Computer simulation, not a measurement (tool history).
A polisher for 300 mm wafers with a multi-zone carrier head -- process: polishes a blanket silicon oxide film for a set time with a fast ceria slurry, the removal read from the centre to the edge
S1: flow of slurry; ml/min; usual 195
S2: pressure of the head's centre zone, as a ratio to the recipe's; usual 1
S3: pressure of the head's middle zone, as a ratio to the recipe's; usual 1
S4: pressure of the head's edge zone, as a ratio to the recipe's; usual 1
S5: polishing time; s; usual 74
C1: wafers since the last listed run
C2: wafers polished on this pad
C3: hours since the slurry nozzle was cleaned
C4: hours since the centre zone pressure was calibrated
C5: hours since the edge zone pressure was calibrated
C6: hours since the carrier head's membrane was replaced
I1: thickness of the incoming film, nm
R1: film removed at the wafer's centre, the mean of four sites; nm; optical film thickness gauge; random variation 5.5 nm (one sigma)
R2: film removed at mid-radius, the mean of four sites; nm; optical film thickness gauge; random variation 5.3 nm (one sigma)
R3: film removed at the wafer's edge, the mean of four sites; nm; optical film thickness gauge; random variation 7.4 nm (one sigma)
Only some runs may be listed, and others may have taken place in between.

| run | day | S1 | S2 | S3 | S4 | S5 | C1 | C2 | C3 | C4 | C5 | C6 | I1 | R1 | R2 | R3 |
|---|---|---|---|---|---|---|---|---|---|---|---|---|---|---|---|---|
| 1 | 0 | 195 | 1 | 1 | 1 | 74 | 0 | 114 | 354.2 | 559.6 | 819 | 1129.4 | 2260 | 588.8 | 595 | 595.7 |
| 2 | 0.854 | 195 | 1 | 1 | 1 | 74 | 146 | 261 | 374.7 | 580.1 | 839.5 | 1149.9 | 2305.8 | 600.6 | 598.2 | 586.2 |
| 3 | 2.088 | 195 | 1 | 1 | 1 | 74 | 211 | 472 | 404.3 | 609.7 | 869.1 | 1179.5 | 2264.8 | 590.2 | 590.9 | 582.8 |
| 4 | 3.383 | 195 | 1 | 1 | 1 | 74 | 221 | 694 | 435.4 | 640.8 | 900.2 | 1210.6 | 2254.9 | 575.6 | 582.6 | 589.9 |
| 5 | 3.912 | 195 | 1 | 1 | 1.08 | 74 | 90 | 784 | 448.1 | 653.5 | 912.9 | 1223.3 | 2256 | 574.7 | 577.8 | 598.1 |
|  | 5.138 | worn pad replaced by a new one |
| 6 | 5.296 | 195 | 1 | 1 | 1.08 | 74 | 208 | 26 | 481.3 | 686.7 | 946.1 | 1256.5 | 2297.6 | 585.6 | 585.5 | 618.8 |
| 7 | 6.446 | 195 | 1 | 1 | 1.08 | 74 | 196 | 223 | 508.9 | 714.3 | 973.7 | 1284.1 | 2248.3 | 581 | 590.8 | 609.8 |
| 8 | 8.617 | 195 | 1 | 1 | 1 | 74 | 371 | 595 | 561 | 766.4 | 1025.8 | 1336.2 | 2283 | 580.9 | 578.7 | 592.1 |
| 9 | 9.408 | 195 | 1 | 1 | 1 | 74 | 135 | 731 | 580 | 785.4 | 1044.8 | 1355.2 | 2260.9 | 561.1 | 573.7 | 569.2 |
|  | 9.746 | carrier head's membrane replaced by a new one |
|  | 10.85 | worn pad replaced by a new one |
|  | 11.146 | edge zone pressure recalibrated |
| 10 | 13.562 | 195 | 0.94 | 1 | 1 | 60 | 632 | 450 | 679.7 | 885.1 | 58 | 91.6 | 2281.7 | 444.2 | 474.5 | 483.5 |
| 11 | 14.312 | 195 | 0.94 | 1 | 1 | 60 | 128 | 578 | 697.7 | 903.1 | 76 | 109.6 | 2247 | 450.3 | 466.8 | 483.2 |
|  | 15.233 | slurry nozzle cleaned |
| 12 | 15.533 | 195 | 1 | 1 | 1 | 74 | 201 | 780 | 7.2 | 932.4 | 105.3 | 138.9 | 2272.5 | 563.4 | 569 | 561.4 |
|  | 15.908 | worn pad replaced by a new one |
|  | 16.342 | centre zone pressure recalibrated |
| 13 | 16.542 | 195 | 1 | 1 | 0.91 | 74 | 129 | 94 | 31.4 | 4.8 | 129.5 | 163.1 | 2260.4 | 602.2 | 598.6 | 578.5 |
| 14 | 17.946 | 195 | 1 | 1 | 1.08 | 74 | 240 | 334 | 65.1 | 38.5 | 163.2 | 196.8 | 2243.1 | 592.4 | 604.6 | 629.9 |
| 15 | 18.646 | 195 | 1 | 1 | 0.95 | 52 | 119 | 454 | 81.9 | 55.3 | 180 | 213.6 | 2226.9 | 411 | 416.1 | 410.9 |
| 16 | 19.225 | 195 | 1 | 1 | 1 | 74 | 99 | 553 | 95.8 | 69.2 | 193.9 | 227.5 | 2267.3 | 585.3 | 590.3 | 603.2 |
| 17 | 20.05 | 225 | 0.94 | 1 | 1.08 | 74 | 141 | 694 | 115.6 | 89 | 213.7 | 247.3 | 2263.9 | 562.1 | 592.6 | 613.5 |
| 18 | 21.258 | 130 | 1 | 1 | 1 | 95 | 206 | 901 | 144.6 | 118 | 242.7 | 276.3 | 2273.9 | 653.5 | 661.5 | 696.8 |
|  | 22.571 | worn pad replaced by a new one |
| 19 | 22.592 | 195 | 0.94 | 1 | 1 | 60 | 199 | 3 | 176.6 | 150 | 274.7 | 308.3 | 2250.6 | 461.9 | 483.6 | 479.7 |
| 20 | 25.854 | 195 | 1 | 1 | 1 | 74 | 558 | 562 | 254.9 | 228.3 | 353 | 386.6 | 2247 | 584.1 | 586.8 | 584.2 |
| 21 | 26.683 | 165 | 1 | 1 | 1 | 74 | 141 | 704 | 274.8 | 248.2 | 372.9 | 406.5 | 2232.8 | 554.4 | 560.6 | 566.9 |
|  | 28.138 | worn pad replaced by a new one |
| 22 | 28.158 | 195 | 0.89 | 1 | 1 | 50 | 224 | 3 | 310.2 | 283.6 | 408.3 | 441.9 | 2245.5 | 360.8 | 401.7 | 401.7 |
| 23 | 28.546 | 195 | 0.96 | 0.93 | 1 | 74 | 66 | 69 | 319.5 | 292.9 | 417.6 | 451.2 | 2295.4 | 572.3 | 558 | 603.6 |

3 options for the next run, each taken on its own from the tool as it stands now. Forecast them:
| A | 28.562 | 195 | 1 | 1 | 1 | 74 | 2 | 72 | 319.9 | 293.3 | 418 | 451.6 | 2276.1 | ? | ? | ? |
| B | 28.562 | 195 | 1.04 | 0.92 | 1.08 | 57 | 2 | 72 | 319.9 | 293.3 | 418 | 451.6 | 2276.1 | ? | ? | ? |
| C | 28.562 | 195 | 1 | 1 | 1 | 61 | 2 | 72 | 319.9 | 293.3 | 418 | 451.6 | 2276.1 | ? | ? | ? |

| run | R1 | R2 | R3 |
|---|---|---|---|
| A | 596.8 | 597.1 | 601 |
| B | 478 | 433.7 | 481.2 |
| C | 492 | 492.2 | 495.4 |
Had the tool no hidden state, the same runs would have come out as:
| run | R1 | R2 | R3 |
|---|---|---|---|
| A | 601.6 | 602 | 605.8 |
| B | 481.9 | 437.2 | 485.1 |
| C | 495.9 | 496.2 | 499.4 |

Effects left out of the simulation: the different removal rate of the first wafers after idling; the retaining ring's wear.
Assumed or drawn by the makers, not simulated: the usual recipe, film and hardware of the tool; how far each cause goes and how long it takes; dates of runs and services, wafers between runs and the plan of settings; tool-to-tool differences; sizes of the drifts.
